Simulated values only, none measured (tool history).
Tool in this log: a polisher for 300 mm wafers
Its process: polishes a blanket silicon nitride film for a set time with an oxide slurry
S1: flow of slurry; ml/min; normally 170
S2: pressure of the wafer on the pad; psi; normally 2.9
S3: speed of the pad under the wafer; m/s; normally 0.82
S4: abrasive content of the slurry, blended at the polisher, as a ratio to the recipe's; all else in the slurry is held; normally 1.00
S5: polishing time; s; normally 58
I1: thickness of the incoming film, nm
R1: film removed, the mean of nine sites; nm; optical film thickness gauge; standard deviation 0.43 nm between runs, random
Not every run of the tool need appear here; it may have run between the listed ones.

run	hour	S1	S2	S3	S4	S5	I1	R1
1	0.0	170	2.9	0.62	1.00	52	600.6	22.3
2	10.5	170	2.9	0.62	1.00	52	584.1	22.4
3	20.9	170	2.9	0.62	1.00	52	582.3	22.3
# hour 26.1: worn pad replaced by a new one
4	37.6	170	2.9	0.82	1.00	58	592.4	25.4
5	47.6	170	2.9	0.82	1.00	58	597.6	25.5
6	61.5	170	2.9	0.82	1.00	58	593.8	25.4
7	77.1	170	2.9	0.82	1.00	58	578.9	24.5
# hour 82.4: worn pad replaced by a new one, repeated, since the last time left the tool worse
# hour 83.9: head pressure recalibrated
8	91.7	170	2.9	0.82	0.85	58	596.9	27.2
# hour 99.5: conditioning disc replaced and pad reconditioned
9	107.3	125	3.2	0.66	0.70	58	589.4	22.4
10	114.0	170	2.9	0.82	1.00	58	587.6	28.1
11	121.3	170	2.9	0.82	1.00	58	582.1	29.7
12	130.7	140	2.9	0.66	0.75	45	580.6	16.7
13	139.0	145	2.9	0.82	0.85	75	581.6	33.6
14	155.0	170	2.9	0.82	1.00	58	586.9	28.2
15	168.0	215	2.9	0.82	1.00	58	599.4	28.7
16	179.6	170	2.9	0.98	0.90	76	588.9	37.9
# hour 187.0: slurry blender recalibrated
# hour 187.2: worn pad replaced by a new one
17	189.1	170	2.9	0.90	1.20	58	589.5	34.1
# hour 192.4: slurry nozzle cleaned
18	201.7	205	2.9	0.92	0.80	39	590.0	19.3
19	217.4	170	2.9	0.82	1.00	58	588.3	29.4
20	235.2	200	2.3	0.56	1.00	58	592.5	20.4
21	244.0	170	2.9	0.82	1.00	58	589.9	29.2
22	251.7	170	2.9	0.82	1.00	58	591.4	28.0
23	264.7	170	2.9	0.98	0.90	76	589.7	37.6
24	276.5	170	2.9	0.82	1.00	58	581.5	28.4
25	290.5	170	2.3	0.82	1.00	75	591.9	29.9
26	299.5	115	3.3	0.82	1.20	53	591.9	29.6

For each run, what was the tool's unlogged condition?
slurry flow missing at the pad, %: 0 in every run
deviation of the head's pressure from its setpoint, %: 0 in every run
abrasive missing from the slurry, %: 0 in every run
time polished since the conditioner stopped cutting, s: 0 in every run
H1: removal rate lost through wear of the pad, %
run	H1
1	6.95
2	7.12
3	7.25
4	14.4
5	15.7
6	17
7	18
8	1.75
9	3.73
10	4.35
11	4.92
12	5.51
13	5.91
14	6.48
15	6.8
16	7
17	0.496
18	2.52
19	4.25
20	5.51
21	5.94
22	6.25
23	6.63
24	6.89
25	7.1
26	7.2

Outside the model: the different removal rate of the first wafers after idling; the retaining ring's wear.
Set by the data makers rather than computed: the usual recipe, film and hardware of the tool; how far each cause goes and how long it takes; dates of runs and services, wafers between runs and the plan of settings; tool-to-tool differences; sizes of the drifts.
